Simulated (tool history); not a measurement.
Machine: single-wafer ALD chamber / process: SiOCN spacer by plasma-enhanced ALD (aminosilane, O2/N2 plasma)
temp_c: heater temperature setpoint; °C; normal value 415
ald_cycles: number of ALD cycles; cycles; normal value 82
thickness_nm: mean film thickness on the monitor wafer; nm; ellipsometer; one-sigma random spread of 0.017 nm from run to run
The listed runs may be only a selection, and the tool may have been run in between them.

run,day,temp_c,ald_cycles,"read-back reference wafer on the same gauge, thickness_nm",thickness_nm
1,0.000,415,82,4.502,4.470
2,2.171,415,82,4.510,4.482
3,4.400,415,82,4.513,4.451
4,7.133,415,82,4.509,4.449
5,8.242,415,82,4.509,4.492
6,10.083,415,82,4.512,4.494
7,12.000,415,93,4.513,5.112
8,15.692,409,82,4.514,4.563
# day 16.971: gauge calibrated
9,17.608,409,82,4.514,4.601
10,18.938,415,82,4.513,4.514
11,20.979,415,82,4.507,4.523
12,22.146,415,91,4.508,5.011
13,23.267,415,91,4.511,5.053
# day 23.650: thermocouple changed; heater temperature recalibrated
14,26.000,415,82,4.505,4.457
15,27.883,407,86,4.508,4.778

Forecast run 16:
16,29.767,405,82,?,?

read-back reference wafer on the same gauge, thickness_nm: 4.511
thickness_nm: 4.595 nm
Had the tool carried no hidden state, the very same run would have given thickness_nm 4.604 nm.
